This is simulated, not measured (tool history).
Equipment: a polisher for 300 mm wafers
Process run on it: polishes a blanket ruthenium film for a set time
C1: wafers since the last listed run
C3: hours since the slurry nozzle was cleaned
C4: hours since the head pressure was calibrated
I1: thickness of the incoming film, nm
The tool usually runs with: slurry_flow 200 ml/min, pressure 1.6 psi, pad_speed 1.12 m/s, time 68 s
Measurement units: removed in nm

{"run": 1, "hour": 0.0, "slurry_flow": 200, "pressure": 1.4, "pad_speed": 1.3, "time": 68, "C1": 0, "wafers polished on this pad": 1376, "C3": 70.2, "C4": 606.6, "I1": 608.7, "removed": 58.1}
{"run": 2, "hour": 71.2, "slurry_flow": 200, "pressure": 1.6, "pad_speed": 1.12, "time": 68, "C1": 825, "wafers polished on this pad": 2202, "C3": 141.4, "C4": 677.8, "I1": 597.8, "removed": 56.2}
{"run": 3, "hour": 140.4, "slurry_flow": 200, "pressure": 1.6, "pad_speed": 1.12, "time": 68, "C1": 802, "wafers polished on this pad": 3005, "C3": 210.6, "C4": 747.0, "I1": 605.0, "removed": 55.8}
{"hour": 149.1, "done": "worn pad replaced by a new one"}
{"run": 4, "hour": 185.2, "slurry_flow": 200, "pressure": 1.6, "pad_speed": 1.12, "time": 68, "C1": 473, "wafers polished on this pad": 418, "C3": 255.4, "C4": 791.8, "I1": 600.8, "removed": 56.1}
{"run": 5, "hour": 219.0, "slurry_flow": 200, "pressure": 1.6, "pad_speed": 1.12, "time": 68, "C1": 391, "wafers polished on this pad": 810, "C3": 289.2, "C4": 825.6, "I1": 610.6, "removed": 56.0}
{"run": 6, "hour": 283.6, "slurry_flow": 200, "pressure": 1.6, "pad_speed": 1.12, "time": 68, "C1": 749, "wafers polished on this pad": 1559, "C3": 353.8, "C4": 890.2, "I1": 601.5, "removed": 56.6}
{"run": 7, "hour": 342.4, "slurry_flow": 200, "pressure": 1.6, "pad_speed": 1.12, "time": 68, "C1": 681, "wafers polished on this pad": 2241, "C3": 412.6, "C4": 949.0, "I1": 597.2, "removed": 56.2}
{"run": 8, "hour": 382.1, "slurry_flow": 200, "pressure": 1.6, "pad_speed": 1.12, "time": 68, "C1": 460, "wafers polished on this pad": 2702, "C3": 452.3, "C4": 988.7, "I1": 606.7, "removed": 55.6}
{"hour": 404.5, "done": "worn pad replaced by a new one"}
{"hour": 419.4, "done": "slurry nozzle cleaned"}
{"run": 9, "hour": 430.4, "slurry_flow": 200, "pressure": 1.6, "pad_speed": 1.12, "time": 68, "C1": 502, "wafers polished on this pad": 288, "C3": 11.0, "C4": 1037.0, "I1": 600.3, "removed": 55.7}
{"run": 10, "hour": 456.2, "slurry_flow": 200, "pressure": 1.6, "pad_speed": 0.98, "time": 51, "C1": 299, "wafers polished on this pad": 588, "C3": 36.8, "C4": 1062.8, "I1": 598.7, "removed": 37.0}
{"run": 11, "hour": 506.6, "slurry_flow": 200, "pressure": 1.6, "pad_speed": 0.98, "time": 51, "C1": 584, "wafers polished on this pad": 1172, "C3": 87.2, "C4": 1113.2, "I1": 603.9, "removed": 37.4}
{"hour": 510.3, "done": "head pressure recalibrated"}
{"run": 12, "hour": 542.4, "slurry_flow": 200, "pressure": 1.6, "pad_speed": 1.12, "time": 68, "C1": 391, "wafers polished on this pad": 1564, "C3": 123.0, "C4": 32.1, "I1": 602.5, "removed": 61.8}
{"run": 13, "hour": 602.6, "slurry_flow": 260, "pressure": 2.1, "pad_speed": 1.12, "time": 61, "C1": 698, "wafers polished on this pad": 2262, "C3": 183.2, "C4": 92.3, "I1": 599.4, "removed": 72.1}
{"hour": 691.0, "done": "worn pad replaced by a new one"}
{"run": 14, "hour": 797.3, "slurry_flow": 130, "pressure": 1.3, "pad_speed": 1.42, "time": 54, "C1": 2211, "wafers polished on this pad": 1233, "C3": 377.9, "C4": 287.0, "I1": 608.8, "removed": 46.1}
{"run": 15, "hour": 846.9, "slurry_flow": 200, "pressure": 1.3, "pad_speed": 1.12, "time": 68, "C1": 575, "wafers polished on this pad": 1808, "C3": 427.5, "C4": 336.6, "I1": 604.8, "removed": 48.3}
{"run": 16, "hour": 873.8, "slurry_flow": 260, "pressure": 1.6, "pad_speed": 0.74, "time": 68, "C1": 311, "wafers polished on this pad": 2120, "C3": 454.4, "C4": 363.5, "I1": 609.8, "removed": 39.2}
{"hour": 913.2, "done": "worn pad replaced by a new one"}
{"run": 17, "hour": 931.8, "slurry_flow": 245, "pressure": 1.6, "pad_speed": 1.12, "time": 68, "C1": 626, "wafers polished on this pad": 216, "C3": 512.4, "C4": 421.5, "I1": 595.5, "removed": 60.0}
{"run": 18, "hour": 973.2, "slurry_flow": 180, "pressure": 1.6, "pad_speed": 1.0, "time": 68, "C1": 480, "wafers polished on this pad": 696, "C3": 553.8, "C4": 462.9, "I1": 596.8, "removed": 51.5}
{"hour": 988.0, "done": "slurry nozzle cleaned"}
{"run": 19, "hour": 1028.9, "slurry_flow": 200, "pressure": 1.6, "pad_speed": 1.4, "time": 77, "C1": 634, "wafers polished on this pad": 1330, "C3": 40.9, "C4": 518.6, "I1": 598.1, "removed": 81.2}
{"run": 20, "hour": 1085.4, "slurry_flow": 245, "pressure": 1.6, "pad_speed": 1.12, "time": 68, "C1": 655, "wafers polished on this pad": 1985, "C3": 97.4, "C4": 575.1, "I1": 608.2, "removed": 58.1}
{"run": 21, "hour": 1134.7, "slurry_flow": 200, "pressure": 1.6, "pad_speed": 1.12, "time": 68, "C1": 571, "wafers polished on this pad": 2557, "C3": 146.7, "C4": 624.4, "I1": 603.8, "removed": 57.5}
{"hour": 1144.9, "done": "worn pad replaced by a new one"}
{"run": 22, "hour": 1181.1, "slurry_flow": 200, "pressure": 1.6, "pad_speed": 1.12, "time": 68, "C1": 491, "wafers polished on this pad": 419, "C3": 193.1, "C4": 670.8, "I1": 592.5, "removed": 55.7}
{"run": 23, "hour": 1236.6, "slurry_flow": 180, "pressure": 1.6, "pad_speed": 1.0, "time": 68, "C1": 643, "wafers polished on this pad": 1063, "C3": 248.6, "C4": 726.3, "I1": 604.4, "removed": 50.0}
{"run": 24, "hour": 1293.1, "slurry_flow": 180, "pressure": 1.6, "pad_speed": 1.0, "time": 68, "C1": 655, "wafers polished on this pad": 1718, "C3": 305.1, "C4": 782.8, "I1": 587.9, "removed": 49.6}

Predict each of these 3 candidate next runs independently; none follows another, all start after run 24:
{"run": "A", "hour": 1293.5, "slurry_flow": 200, "pressure": 1.6, "pad_speed": 1.12, "time": 62, "C1": 4, "wafers polished on this pad": 1723, "C3": 305.5, "C4": 783.2, "I1": 602.1, "removed": "?"}
{"run": "B", "hour": 1293.5, "slurry_flow": 200, "pressure": 1.0, "pad_speed": 1.12, "time": 68, "C1": 4, "wafers polished on this pad": 1723, "C3": 305.5, "C4": 783.2, "I1": 602.1, "removed": "?"}
{"run": "C", "hour": 1293.5, "slurry_flow": 145, "pressure": 1.6, "pad_speed": 1.12, "time": 68, "C1": 4, "wafers polished on this pad": 1723, "C3": 305.5, "C4": 783.2, "I1": 602.1, "removed": "?"}

run=A removed=51.7
run=B removed=37.3
run=C removed=54.4
What these runs would have given with no unlogged condition in the tool:
run=A removed=56.9
run=B removed=41.0
run=C removed=59.8
